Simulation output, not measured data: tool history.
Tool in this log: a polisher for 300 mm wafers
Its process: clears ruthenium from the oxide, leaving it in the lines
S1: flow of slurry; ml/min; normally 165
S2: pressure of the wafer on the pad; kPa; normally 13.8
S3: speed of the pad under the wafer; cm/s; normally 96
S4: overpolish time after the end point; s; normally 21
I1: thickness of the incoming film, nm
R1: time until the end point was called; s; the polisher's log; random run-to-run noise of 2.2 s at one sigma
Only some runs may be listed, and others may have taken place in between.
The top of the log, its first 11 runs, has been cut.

run	hour	S1	S2	S3	S4	I1	R1
# hour 189.0: head pressure recalibrated
12	191.3	165	13.8	96	25	115.3	141.3
13	197.4	165	13.8	96	21	116.4	137.8
# hour 212.8: worn pad replaced by a new one
14	213.3	225	9.0	106	21	114.8	176.7
15	224.7	165	13.8	96	21	113.3	132.2
16	232.9	165	13.8	96	21	115.1	137.9
17	250.2	165	13.8	96	21	114.1	138.6
# hour 263.9: slurry nozzle cleaned
18	264.4	165	13.8	96	30	114.3	125.8
19	282.1	210	12.4	96	21	114.5	136.3

The next listed run, before its measurement:
20	296.0	165	11.0	96	21	115.8	?

R1: 159.3 s
The same run, on a tool lacking any hidden state, would have yielded R1 157.6 s.
